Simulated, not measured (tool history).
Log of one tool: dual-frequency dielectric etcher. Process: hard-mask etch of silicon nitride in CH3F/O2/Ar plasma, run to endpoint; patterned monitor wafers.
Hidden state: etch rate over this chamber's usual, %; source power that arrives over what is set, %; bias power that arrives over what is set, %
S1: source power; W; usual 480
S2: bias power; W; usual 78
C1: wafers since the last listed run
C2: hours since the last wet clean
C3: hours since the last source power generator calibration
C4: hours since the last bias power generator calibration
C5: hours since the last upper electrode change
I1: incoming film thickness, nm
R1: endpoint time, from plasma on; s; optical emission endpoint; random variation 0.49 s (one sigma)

run    hour   S1  S2    C1     C2      C3      C4      C5    I1    R1
  1     0.0  440  92     0   29.8  3058.6  2202.0  4061.0  51.2  59.2
  2    37.3  520  89   627   67.1  3095.9  2239.3  4098.3  51.0  54.2
  3    99.1  520  89  1040  128.9  3157.7  2301.1  4160.1  50.8  54.8
  4   138.1  520  89   656  167.9  3196.7  2340.1  4199.1  50.7  55.3
  5   162.7  410  65   414  192.5  3221.3  2364.7  4223.7  51.1  73.3
  6   195.3  410  65   548  225.1  3253.9  2397.3  4256.3  50.6  71.6
  7   262.4  480  78  1129  292.2  3321.0  2464.4  4323.4  51.3  62.3
  8   296.8  480  78   579  326.6  3355.4  2498.8  4357.8  51.4  63.4
  9   338.6  480  78   703  368.4  3397.2  2540.6  4399.6  51.2  63.1
      380.5  -- bias power generator calibrated
      411.5  -- wet clean of the chamber
 10   412.0  480  90   764    0.5  3470.6    31.5  4473.0  51.2  56.4
      446.7  -- upper electrode replaced
 11   455.9  480  90   334   44.4  3514.5    75.4     9.2  51.2  57.1
 12   499.6  480  73   735   88.1  3558.2   119.1    52.9  51.1  62.6
 13   565.3  520  60  1105  153.8  3623.9   184.8   118.6  51.9  67.4
 14   591.1  450  94   434  179.6  3649.7   210.6   144.4  51.5  58.5
 15   643.1  520  61   875  231.6  3701.7   262.6   196.4  51.6  67.3
      671.5  -- source power generator calibrated
 16   672.1  480  78   420  260.6     0.6   291.6   225.4  51.2  61.8
 17   735.9  480  67  1074  324.4    64.4   355.4   289.2  51.3  68.0
 18   769.9  480  78   572  358.4    98.4   389.4   323.2  51.3  62.5
 19   827.7  400  67   972  416.2   156.2   447.2   381.0  51.3  74.1
 20   881.9  370  90   912  470.4   210.4   501.4   435.2  51.2  66.8
 21   945.3  480  78  1067  533.8   273.8   564.8   498.6  50.8  63.2
      974.9  -- wet clean of the chamber
 22  1017.1  390  66   804   42.2   345.6   636.6   570.4  51.5  72.4

What the log doesn't show, run by run:
source power that arrives over what is set, %: 0 in every run
bias power that arrives over what is set, %: 0 in every run
H1: etch rate over this chamber's usual, %
run      H1
  1  -0.573
  2  -0.962
  3   -1.61
  4   -2.01
  5   -2.27
  6   -2.61
  7   -3.31
  8   -3.67
  9    -4.1
 10   0.334
 11  -0.124
 12  -0.579
 13   -1.26
 14   -1.53
 15   -2.07
 16   -2.38
 17   -3.04
 18    -3.4
 19      -4
 20   -4.56
 21   -5.22
 22    0.13
